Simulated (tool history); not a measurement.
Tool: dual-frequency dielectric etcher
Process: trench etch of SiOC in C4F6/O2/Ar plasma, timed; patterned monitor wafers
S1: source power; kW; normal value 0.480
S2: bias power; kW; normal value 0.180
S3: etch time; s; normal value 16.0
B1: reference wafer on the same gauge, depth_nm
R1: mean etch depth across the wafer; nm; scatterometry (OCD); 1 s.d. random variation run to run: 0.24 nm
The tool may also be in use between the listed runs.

| run | hour | S1 | S2 | S3 | B1 | R1 |
|---|---|---|---|---|---|---|
| 1 | 0.0 | 0.480 | 0.180 | 16.0 | 29.21 | 33.20 |
| 2 | 6.9 | 0.480 | 0.180 | 16.0 | 29.17 | 33.16 |
| 3 | 20.5 | 0.480 | 0.180 | 14.0 | 29.14 | 29.16 |
| 4 | 35.3 | 0.480 | 0.180 | 14.0 | 29.20 | 29.02 |
| 5 | 44.2 | 0.480 | 0.160 | 16.0 | 29.21 | 31.72 |
| 6 | 51.3 | 0.480 | 0.160 | 16.0 | 29.17 | 31.72 |
| 7 | 62.0 | 0.480 | 0.160 | 16.0 | 29.21 | 31.77 |
| 8 | 69.3 | 0.480 | 0.180 | 16.0 | 29.20 | 33.23 |
| 9 | 76.8 | 0.480 | 0.180 | 16.0 | 29.23 | 32.56 |
| 10 | 94.7 | 0.480 | 0.180 | 16.0 | 29.20 | 33.06 |
|  | 111.3 | source power generator calibrated |
| 11 | 111.8 | 0.480 | 0.180 | 16.0 | 29.15 | 33.09 |
| 12 | 122.2 | 0.480 | 0.180 | 18.5 | 29.23 | 37.86 |
| 13 | 129.1 | 0.480 | 0.180 | 18.5 | 29.17 | 37.69 |
|  | 135.3 | bias power generator calibrated |
| 14 | 140.8 | 0.480 | 0.196 | 16.0 | 29.22 | 33.97 |
| 15 | 155.8 | 0.430 | 0.198 | 14.5 | 29.21 | 29.50 |
| 16 | 169.7 | 0.430 | 0.213 | 18.5 | 29.20 | 37.66 |
|  | 209.2 | wet clean of the chamber |
|  | 223.8 | upper electrode replaced |
| 17 | 224.3 | 0.480 | 0.142 | 16.0 | 29.12 | 31.72 |
| 18 | 224.7 | 0.480 | 0.150 | 20.5 | 29.23 | 41.13 |
| 19 | 225.0 | 0.430 | 0.204 | 16.0 | 29.22 | 34.28 |
| 20 | 230.7 | 0.600 | 0.180 | 12.0 | 29.22 | 28.76 |
| 21 | 250.2 | 0.540 | 0.145 | 16.0 | 29.19 | 33.47 |
| 22 | 259.5 | 0.480 | 0.180 | 16.0 | 29.18 | 34.44 |
|  | 260.2 | gauge calibrated |
| 23 | 267.4 | 0.480 | 0.180 | 16.0 | 29.19 | 33.92 |
| 24 | 282.7 | 0.480 | 0.180 | 16.0 | 29.20 | 34.33 |
| 25 | 294.6 | 0.480 | 0.180 | 16.0 | 29.20 | 34.19 |

What does the tool deliver on the next run?
| 26 | 311.8 | 0.480 | 0.166 | 16.0 | ? | ? |

{"run 26": {"B1": 29.15, "R1": 33.03}}
Minus the tool's unlogged condition, the same run would have read R1 33.47 nm.
